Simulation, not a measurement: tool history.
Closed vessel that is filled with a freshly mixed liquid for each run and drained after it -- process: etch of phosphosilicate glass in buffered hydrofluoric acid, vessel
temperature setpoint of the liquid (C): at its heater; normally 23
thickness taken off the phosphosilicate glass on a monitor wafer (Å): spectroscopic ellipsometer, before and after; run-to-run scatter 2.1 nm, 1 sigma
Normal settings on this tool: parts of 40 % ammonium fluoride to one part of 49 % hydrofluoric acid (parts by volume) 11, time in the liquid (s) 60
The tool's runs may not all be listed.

run	day	temperature setpoint of the liquid (C)	parts of 40 % ammonium fluoride to one part of 49 % hydrofluoric acid (parts by volume)	time in the liquid (s)	read-back film thickness of the phosphosilicate glass reference wafer, read on the same gauge (nm)	thickness taken off the phosphosilicate glass on a monitor wafer (Å)
1	0	23	11	35	70.02	2016.8
2	0.8	25	11	60	69.98	3893.4
3	1.721	25	11	60	70	3894.6
4	2.325	25	11	60	70.01	3905
5	3.025	23	9	60	70.02	4042.2
6	6.488	23	9	60	70	4152.8
7	7.517	23	9	60	69.99	4145.1
8	8.208	23	11	85	70.01	4945.8
9	8.883	23	11	50	69.98	2977.2
10	9.462	23	11	50	69.98	2960.1
# day 9.954: thermometer replaced
# day 10.446: hydrofluoric acid flow meter replaced
11	10.804	23	11	60	70.01	3207.1
12	12.142	23	11	60	70.01	3221.9
13	12.817	23	9	60	70.03	3758.4
14	14.129	23	11	90	70.01	4820
15	15.025	18	8	40	70.04	2184.4
16	15.888	23	12.5	60	70.02	2848.8
17	16.412	20.5	11	60	70	2813.3
18	16.988	26	11	50	70.01	3178.8
19	18.121	23	14.5	60	70.03	2472.4
20	19.367	23	15	60	70	2420
# day 20.542: gauge calibrated
21	20.562	19	14	60	70.07	2061.5
22	24.125	23	11	50	70.03	2722.1
23	25.262	23	11	75	69.98	4080.3
24	26.746	25.5	15	45	69.99	2082.5
25	27.35	25.5	6.5	40	69.98	4069.1

Branching from run 25: 3 alternative next runs. What would each branch give?
A	27.379	23	11	60	?	?
B	27.379	21	9.5	45	?	?
C	27.379	23	11	70	?	?

run	read-back film thickness of the phosphosilicate glass reference wafer, read on the same gauge (nm)	thickness taken off the phosphosilicate glass on a monitor wafer (Å)
A	70.02	3339.1
B	70.02	2543.5
C	70.02	3895.7
Take away the tool's hidden state, keep each run's random variation, and the runs would have read:
run	thickness taken off the phosphosilicate glass on a monitor wafer (Å)
A	3127.1
B	2379.9
C	3648.2
